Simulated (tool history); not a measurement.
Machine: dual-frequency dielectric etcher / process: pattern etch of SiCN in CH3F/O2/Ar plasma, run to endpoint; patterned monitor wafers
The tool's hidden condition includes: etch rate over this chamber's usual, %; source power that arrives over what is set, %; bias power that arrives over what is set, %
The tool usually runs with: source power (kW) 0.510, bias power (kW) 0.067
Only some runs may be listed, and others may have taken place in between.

run,hour,source power (kW),bias power (kW),wafers since the last listed run,hours since the last wet clean,hours since the last source power generator calibration,hours since the last bias power generator calibration,hours since the last upper electrode change,"incoming incoming film thickness, nm",endpoint time (s)
1,0.0,0.510,0.076,0,228.1,3017.6,3359.0,4364.4,7.16,16.6
2,66.6,0.510,0.076,1380,294.7,3084.2,3425.6,4431.0,7.20,16.8
3,104.5,0.510,0.071,785,332.6,3122.1,3463.5,4468.9,7.22,17.0
4,174.2,0.510,0.071,1444,402.3,3191.8,3533.2,4538.6,7.18,16.8
5,235.4,0.510,0.071,1268,463.5,3253.0,3594.4,4599.8,7.21,16.9
6,262.9,0.510,0.067,569,491.0,3280.5,3621.9,4627.3,7.26,17.5
7,319.9,0.510,0.067,1181,548.0,3337.5,3678.9,4684.3,7.15,16.8
# hour 347.9: source power generator calibrated
8,361.8,0.510,0.067,785,589.9,13.9,3720.8,4726.2,7.20,16.8
# hour 400.8: wet clean of the chamber
9,426.4,0.510,0.067,841,25.6,78.5,3785.4,4790.8,7.22,17.5
10,489.8,0.510,0.067,1313,89.0,141.9,3848.8,4854.2,7.23,17.6
# hour 551.0: bias power generator calibrated
11,559.6,0.510,0.067,1363,158.8,211.7,8.6,4924.0,7.15,17.1
12,617.6,0.510,0.067,1201,216.8,269.7,66.6,4982.0,7.21,17.2
13,679.8,0.510,0.067,1288,279.0,331.9,128.8,5044.2,7.23,17.1
14,751.3,0.640,0.058,1481,350.5,403.4,200.3,5115.7,7.19,15.7
15,819.7,0.510,0.067,1417,418.9,471.8,268.7,5184.1,7.21,17.2
16,848.9,0.600,0.055,605,448.1,501.0,297.9,5213.3,7.21,16.5
17,877.6,0.570,0.056,594,476.8,529.7,326.6,5242.0,7.24,16.8
18,923.3,0.620,0.080,946,522.5,575.4,372.3,5287.7,7.19,14.3
19,969.1,0.610,0.073,949,568.3,621.2,418.1,5333.5,7.23,15.0
# hour 1011.1: wet clean of the chamber
# hour 1012.8: upper electrode replaced
20,1025.1,0.510,0.067,628,14.0,677.2,474.1,12.3,7.17,17.7
21,1058.0,0.580,0.062,681,46.9,710.1,507.0,45.2,7.21,16.9
22,1092.6,0.420,0.067,716,81.5,744.7,541.6,79.8,7.26,20.3
23,1145.5,0.510,0.067,1096,134.4,797.6,594.5,132.7,7.18,17.4
24,1174.3,0.430,0.076,596,163.2,826.4,623.3,161.5,7.15,18.8
25,1208.0,0.620,0.057,698,196.9,860.1,657.0,195.2,7.23,16.4
26,1247.7,0.630,0.051,822,236.6,899.8,696.7,234.9,7.20,16.6
27,1296.8,0.510,0.067,1017,285.7,948.9,745.8,284.0,7.27,17.8
28,1360.1,0.510,0.067,1311,349.0,1012.2,809.1,347.3,7.21,17.1
29,1419.6,0.560,0.084,1232,408.5,1071.7,868.6,406.8,7.25,15.4
30,1461.7,0.590,0.082,872,450.6,1113.8,910.7,448.9,7.18,14.9
31,1495.9,0.610,0.079,708,484.8,1148.0,944.9,483.1,7.29,15.0
# hour 1546.2: wet clean of the chamber
32,1546.7,0.440,0.058,555,0.5,1198.8,995.7,533.9,7.19,20.0
33,1566.4,0.550,0.058,408,20.2,1218.5,1015.4,553.6,7.21,17.6
34,1616.1,0.430,0.075,1029,69.9,1268.2,1065.1,603.3,7.22,18.7

Alternative continuations, all from the tool just after run 34; predict every row:
A,1616.5,0.510,0.078,8,70.3,1268.6,1065.5,603.7,7.18,?
B,1616.5,0.540,0.082,8,70.3,1268.6,1065.5,603.7,7.18,?
C,1616.5,0.430,0.055,8,70.3,1268.6,1065.5,603.7,7.18,?
D,1616.5,0.640,0.067,8,70.3,1268.6,1065.5,603.7,7.18,?
E,1616.5,0.580,0.056,8,70.3,1268.6,1065.5,603.7,7.18,?

run,endpoint time (s)
A,16.6
B,15.8
C,20.5
D,15.3
E,16.9
What these runs would have given with no unlogged condition in the tool:
run,endpoint time (s)
A,16.9
B,16.1
C,20.8
D,15.5
E,17.2
